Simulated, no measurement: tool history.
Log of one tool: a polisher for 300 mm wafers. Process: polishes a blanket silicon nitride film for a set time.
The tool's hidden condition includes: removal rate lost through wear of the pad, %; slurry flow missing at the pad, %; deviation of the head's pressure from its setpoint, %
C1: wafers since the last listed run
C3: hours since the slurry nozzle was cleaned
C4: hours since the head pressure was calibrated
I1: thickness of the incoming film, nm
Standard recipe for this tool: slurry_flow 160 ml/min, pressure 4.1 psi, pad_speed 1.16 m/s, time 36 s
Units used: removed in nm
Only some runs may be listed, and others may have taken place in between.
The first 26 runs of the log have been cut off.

{"run": 27, "day": 27.179, "slurry_flow": 160, "pressure": 4.5, "pad_speed": 0.92, "time": 30, "C1": 254, "wafers polished on this pad": 1363, "C3": 172.2, "C4": 30.6, "I1": 401.3, "removed": 65.8}
{"run": 28, "day": 28.55, "slurry_flow": 180, "pressure": 3.0, "pad_speed": 1.16, "time": 36, "C1": 298, "wafers polished on this pad": 1662, "C3": 205.1, "C4": 63.5, "I1": 400.8, "removed": 64.7}
{"day": 29.512, "done": "worn pad replaced by a new one"}
{"run": 29, "day": 29.704, "slurry_flow": 160, "pressure": 4.1, "pad_speed": 1.16, "time": 36, "C1": 214, "wafers polished on this pad": 41, "C3": 232.8, "C4": 91.2, "I1": 403.2, "removed": 86.5}
{"run": 30, "day": 30.517, "slurry_flow": 175, "pressure": 5.2, "pad_speed": 1.16, "time": 36, "C1": 176, "wafers polished on this pad": 218, "C3": 252.3, "C4": 110.7, "I1": 403.9, "removed": 108.9}
{"run": 31, "day": 31.696, "slurry_flow": 105, "pressure": 3.4, "pad_speed": 1.34, "time": 28, "C1": 256, "wafers polished on this pad": 474, "C3": 280.6, "C4": 139.0, "I1": 401.0, "removed": 57.0}
{"run": 32, "day": 33.054, "slurry_flow": 205, "pressure": 4.1, "pad_speed": 1.44, "time": 36, "C1": 295, "wafers polished on this pad": 770, "C3": 313.2, "C4": 171.6, "I1": 399.1, "removed": 105.4}
{"run": 33, "day": 33.683, "slurry_flow": 160, "pressure": 4.1, "pad_speed": 1.16, "time": 36, "C1": 136, "wafers polished on this pad": 907, "C3": 328.3, "C4": 186.7, "I1": 405.1, "removed": 87.5}
{"run": 34, "day": 34.438, "slurry_flow": 160, "pressure": 4.1, "pad_speed": 1.16, "time": 36, "C1": 163, "wafers polished on this pad": 1071, "C3": 346.4, "C4": 204.8, "I1": 400.8, "removed": 87.6}
{"run": 35, "day": 35.6, "slurry_flow": 160, "pressure": 4.1, "pad_speed": 1.16, "time": 36, "C1": 252, "wafers polished on this pad": 1323, "C3": 374.3, "C4": 232.7, "I1": 397.1, "removed": 88.4}
{"run": 36, "day": 37.096, "slurry_flow": 115, "pressure": 3.6, "pad_speed": 1.54, "time": 43, "C1": 325, "wafers polished on this pad": 1649, "C3": 410.2, "C4": 268.6, "I1": 402.0, "removed": 105.3}
{"run": 37, "day": 37.646, "slurry_flow": 205, "pressure": 4.1, "pad_speed": 1.48, "time": 44, "C1": 119, "wafers polished on this pad": 1768, "C3": 423.4, "C4": 281.8, "I1": 396.1, "removed": 134.9}

4 options for the next run, each taken on its own from the tool as it stands now. Forecast them:
{"run": "A", "day": 37.662, "slurry_flow": 160, "pressure": 4.1, "pad_speed": 1.16, "time": 36, "C1": 3, "wafers polished on this pad": 1772, "C3": 423.8, "C4": 282.2, "I1": 405.5, "removed": "?"}
{"run": "B", "day": 37.662, "slurry_flow": 160, "pressure": 5.2, "pad_speed": 1.16, "time": 43, "C1": 3, "wafers polished on this pad": 1772, "C3": 423.8, "C4": 282.2, "I1": 405.5, "removed": "?"}
{"run": "C", "day": 37.662, "slurry_flow": 205, "pressure": 4.1, "pad_speed": 1.16, "time": 29, "C1": 3, "wafers polished on this pad": 1772, "C3": 423.8, "C4": 282.2, "I1": 405.5, "removed": "?"}
{"run": "D", "day": 37.662, "slurry_flow": 160, "pressure": 4.1, "pad_speed": 1.16, "time": 30, "C1": 3, "wafers polished on this pad": 1772, "C3": 423.8, "C4": 282.2, "I1": 405.5, "removed": "?"}

run=A removed=89.4
run=B removed=135.4
run=C removed=74.8
run=D removed=74.5
Stripped of hidden state, with their random variation kept, the same runs would have yielded:
run=A removed=84.9
run=B removed=128.6
run=C removed=71.1
run=D removed=70.8
